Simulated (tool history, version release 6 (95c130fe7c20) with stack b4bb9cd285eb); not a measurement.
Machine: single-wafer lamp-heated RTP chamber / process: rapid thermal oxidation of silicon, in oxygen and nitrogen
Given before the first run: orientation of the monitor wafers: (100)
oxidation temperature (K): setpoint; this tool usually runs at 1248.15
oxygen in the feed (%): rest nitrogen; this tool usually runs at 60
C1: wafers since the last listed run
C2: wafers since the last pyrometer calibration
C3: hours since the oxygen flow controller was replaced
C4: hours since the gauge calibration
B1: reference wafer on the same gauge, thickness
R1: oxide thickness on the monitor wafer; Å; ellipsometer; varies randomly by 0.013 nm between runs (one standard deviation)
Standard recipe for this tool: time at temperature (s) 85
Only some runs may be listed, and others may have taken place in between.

run 1 day=0 | oxidation_temperature_(K)=1248.15 time_at_temperature_(s)=101 oxygen_in_the_feed_(%)=60 | C1=0 C2=4631 C3=2781.6 C4=963.7 | B1=5.875 | R1=54.91
-- day=1.579 pyrometer window cleaned and pyrometer calibrated
run 2 day=5.583 | oxidation_temperature_(K)=1248.15 time_at_temperature_(s)=76 oxygen_in_the_feed_(%)=60 | C1=1222 C2=932 C3=2915.6 C4=1097.7 | B1=5.873 | R1=47.42
run 3 day=8.088 | oxidation_temperature_(K)=1248.15 time_at_temperature_(s)=85 oxygen_in_the_feed_(%)=60 | C1=583 C2=1515 C3=2975.7 C4=1157.8 | B1=5.864 | R1=49.69
run 4 day=10.508 | oxidation_temperature_(K)=1248.15 time_at_temperature_(s)=85 oxygen_in_the_feed_(%)=60 | C1=563 C2=2079 C3=3033.8 C4=1215.9 | B1=5.878 | R1=50.08
run 5 day=12.888 | oxidation_temperature_(K)=1248.15 time_at_temperature_(s)=85 oxygen_in_the_feed_(%)=60 | C1=554 C2=2633 C3=3090.9 C4=1273 | B1=5.87 | R1=50.19
run 6 day=14.592 | oxidation_temperature_(K)=1248.15 time_at_temperature_(s)=85 oxygen_in_the_feed_(%)=60 | C1=396 C2=3030 C3=3131.8 C4=1313.9 | B1=5.865 | R1=50.2
run 7 day=20.821 | oxidation_temperature_(K)=1248.15 time_at_temperature_(s)=85 oxygen_in_the_feed_(%)=60 | C1=1450 C2=4481 C3=3281.3 C4=1463.4 | B1=5.865 | R1=50.63
-- day=22.362 pyrometer window cleaned and pyrometer calibrated
run 8 day=22.383 | oxidation_temperature_(K)=1248.15 time_at_temperature_(s)=85 oxygen_in_the_feed_(%)=60 | C1=286 C2=5 C3=3318.8 C4=1500.9 | B1=5.869 | R1=49.4
run 9 day=24.562 | oxidation_temperature_(K)=1248.15 time_at_temperature_(s)=106 oxygen_in_the_feed_(%)=60 | C1=507 C2=512 C3=3371.1 C4=1553.2 | B1=5.87 | R1=54.37
run 10 day=26.654 | oxidation_temperature_(K)=1248.15 time_at_temperature_(s)=106 oxygen_in_the_feed_(%)=60 | C1=487 C2=1000 C3=3421.3 C4=1603.4 | B1=5.868 | R1=54.88
-- day=29.842 oxygen flow controller replaced
run 11 day=31.329 | oxidation_temperature_(K)=1271.15 time_at_temperature_(s)=54 oxygen_in_the_feed_(%)=60 | C1=1011 C2=2011 C3=35.7 C4=1715.6 | B1=5.871 | R1=48.78
run 12 day=35.612 | oxidation_temperature_(K)=1248.15 time_at_temperature_(s)=102 oxygen_in_the_feed_(%)=60 | C1=997 C2=3008 C3=138.5 C4=1818.4 | B1=5.868 | R1=54.58
run 13 day=38.408 | oxidation_temperature_(K)=1248.15 time_at_temperature_(s)=102 oxygen_in_the_feed_(%)=60 | C1=651 C2=3660 C3=205.6 C4=1885.5 | B1=5.868 | R1=54.82
run 14 day=40.733 | oxidation_temperature_(K)=1248.15 time_at_temperature_(s)=102 oxygen_in_the_feed_(%)=60 | C1=541 C2=4201 C3=261.4 C4=1941.3 | B1=5.874 | R1=55.14
-- day=43.175 pyrometer window cleaned and pyrometer calibrated
run 15 day=43.196 | oxidation_temperature_(K)=1248.15 time_at_temperature_(s)=85 oxygen_in_the_feed_(%)=76 | C1=495 C2=4 C3=320.5 C4=2000.4 | B1=5.869 | R1=53.36
run 16 day=45.533 | oxidation_temperature_(K)=1248.15 time_at_temperature_(s)=69 oxygen_in_the_feed_(%)=60 | C1=544 C2=548 C3=376.6 C4=2056.5 | B1=5.865 | R1=45.25
run 17 day=48.333 | oxidation_temperature_(K)=1248.15 time_at_temperature_(s)=69 oxygen_in_the_feed_(%)=60 | C1=652 C2=1201 C3=443.8 C4=2123.7 | B1=5.869 | R1=45.59
run 18 day=49.867 | oxidation_temperature_(K)=1248.15 time_at_temperature_(s)=85 oxygen_in_the_feed_(%)=49 | C1=357 C2=1558 C3=480.6 C4=2160.5 | B1=5.877 | R1=46.68
run 19 day=52.562 | oxidation_temperature_(K)=1248.15 time_at_temperature_(s)=85 oxygen_in_the_feed_(%)=49 | C1=627 C2=2186 C3=545.3 C4=2225.2 | B1=5.868 | R1=46.61
run 20 day=55.271 | oxidation_temperature_(K)=1263.15 time_at_temperature_(s)=68 oxygen_in_the_feed_(%)=60 | C1=630 C2=2816 C3=610.3 C4=2290.2 | B1=5.862 | R1=51.03
run 21 day=57.988 | oxidation_temperature_(K)=1268.15 time_at_temperature_(s)=85 oxygen_in_the_feed_(%)=60 | C1=632 C2=3449 C3=675.5 C4=2355.4 | B1=5.867 | R1=58.2
run 22 day=60.792 | oxidation_temperature_(K)=1220.15 time_at_temperature_(s)=85 oxygen_in_the_feed_(%)=60 | C1=653 C2=4102 C3=742.8 C4=2422.7 | B1=5.869 | R1=41.41
-- day=62.408 pyrometer window cleaned and pyrometer calibrated
run 23 day=63.004 | oxidation_temperature_(K)=1248.15 time_at_temperature_(s)=85 oxygen_in_the_feed_(%)=60 | C1=437 C2=138 C3=795.9 C4=2475.8 | B1=5.872 | R1=49.53
run 24 day=65.108 | oxidation_temperature_(K)=1232.15 time_at_temperature_(s)=63 oxygen_in_the_feed_(%)=46 | C1=490 C2=628 C3=846.4 C4=2526.3 | B1=5.867 | R1=36.62
run 25 day=66.862 | oxidation_temperature_(K)=1271.15 time_at_temperature_(s)=69 oxygen_in_the_feed_(%)=42 | C1=408 C2=1037 C3=888.5 C4=2568.4 | B1=5.871 | R1=47.67
-- day=67.821 gauge calibrated
run 26 day=68.521 | oxidation_temperature_(K)=1248.15 time_at_temperature_(s)=85 oxygen_in_the_feed_(%)=60 | C1=386 C2=1423 C3=928.3 C4=16.8 | B1=5.87 | R1=49.97
run 27 day=71.45 | oxidation_temperature_(K)=1256.15 time_at_temperature_(s)=113 oxygen_in_the_feed_(%)=74 | C1=682 C2=2105 C3=998.6 C4=87.1 | B1=5.874 | R1=65.11
run 28 day=73.6 | oxidation_temperature_(K)=1278.15 time_at_temperature_(s)=85 oxygen_in_the_feed_(%)=60 | C1=500 C2=2606 C3=1050.2 C4=138.7 | B1=5.873 | R1=62.6
run 29 day=75.017 | oxidation_temperature_(K)=1248.15 time_at_temperature_(s)=85 oxygen_in_the_feed_(%)=60 | C1=329 C2=2936 C3=1084.2 C4=172.7 | B1=5.877 | R1=50.62
run 30 day=76.167 | oxidation_temperature_(K)=1248.15 time_at_temperature_(s)=64 oxygen_in_the_feed_(%)=70 | C1=267 C2=3204 C3=1111.8 C4=200.3 | B1=5.877 | R1=47.33
run 31 day=79.946 | oxidation_temperature_(K)=1248.15 time_at_temperature_(s)=85 oxygen_in_the_feed_(%)=60 | C1=880 C2=4084 C3=1202.5 C4=291 | B1=5.867 | R1=50.88
run 32 day=82.012 | oxidation_temperature_(K)=1277.15 time_at_temperature_(s)=112 oxygen_in_the_feed_(%)=43 | C1=481 C2=4565 C3=1252.1 C4=340.6 | B1=5.877 | R1=63.24
run 33 day=83.283 | oxidation_temperature_(K)=1248.15 time_at_temperature_(s)=85 oxygen_in_the_feed_(%)=60 | C1=296 C2=4861 C3=1282.6 C4=371.1 | B1=5.872 | R1=51.17
-- day=85.092 pyrometer window cleaned and pyrometer calibrated
run 34 day=85.983 | oxidation_temperature_(K)=1248.15 time_at_temperature_(s)=127 oxygen_in_the_feed_(%)=60 | C1=551 C2=207 C3=1347.4 C4=435.9 | B1=5.869 | R1=59.16
run 35 day=87.604 | oxidation_temperature_(K)=1248.15 time_at_temperature_(s)=85 oxygen_in_the_feed_(%)=60 | C1=377 C2=584 C3=1386.3 C4=474.8 | B1=5.873 | R1=49.69
run 36 day=88.954 | oxidation_temperature_(K)=1248.15 time_at_temperature_(s)=85 oxygen_in_the_feed_(%)=60 | C1=314 C2=899 C3=1418.7 C4=507.2 | B1=5.87 | R1=49.84
run 37 day=91.696 | oxidation_temperature_(K)=1248.15 time_at_temperature_(s)=61 oxygen_in_the_feed_(%)=76 | C1=638 C2=1537 C3=1484.5 C4=573 | B1=5.872 | R1=47.04
run 38 day=97.575 | oxidation_temperature_(K)=1221.15 time_at_temperature_(s)=85 oxygen_in_the_feed_(%)=60 | C1=1369 C2=2907 C3=1625.6 C4=714.1 | B1=5.865 | R1=41.65
run 39 day=99.646 | oxidation_temperature_(K)=1269.15 time_at_temperature_(s)=85 oxygen_in_the_feed_(%)=84 | C1=482 C2=3389 C3=1675.3 C4=763.8 | B1=5.87 | R1=66.1

Each row is a separate what-if for the run after 39, all from the same tool condition, not one after another. Results?
run A day=99.667 | oxidation_temperature_(K)=1248.15 time_at_temperature_(s)=85 oxygen_in_the_feed_(%)=60 | C1=4 C2=3394 C3=1675.8 C4=764.3 | B1=? | R1=?
run B day=99.667 | oxidation_temperature_(K)=1236.15 time_at_temperature_(s)=85 oxygen_in_the_feed_(%)=46 | C1=4 C2=3394 C3=1675.8 C4=764.3 | B1=? | R1=?
run C day=99.667 | oxidation_temperature_(K)=1258.15 time_at_temperature_(s)=85 oxygen_in_the_feed_(%)=73 | C1=4 C2=3394 C3=1675.8 C4=764.3 | B1=? | R1=?

run=A B1=5.87 R1=50.51
run=B B1=5.87 R1=42.65
run=C B1=5.87 R1=58.07
The same runs, with their run-to-run variation unchanged, on a tool lacking any hidden condition would have given:
run=A R1=49.24
run=B R1=41.65
run=C R1=56.58
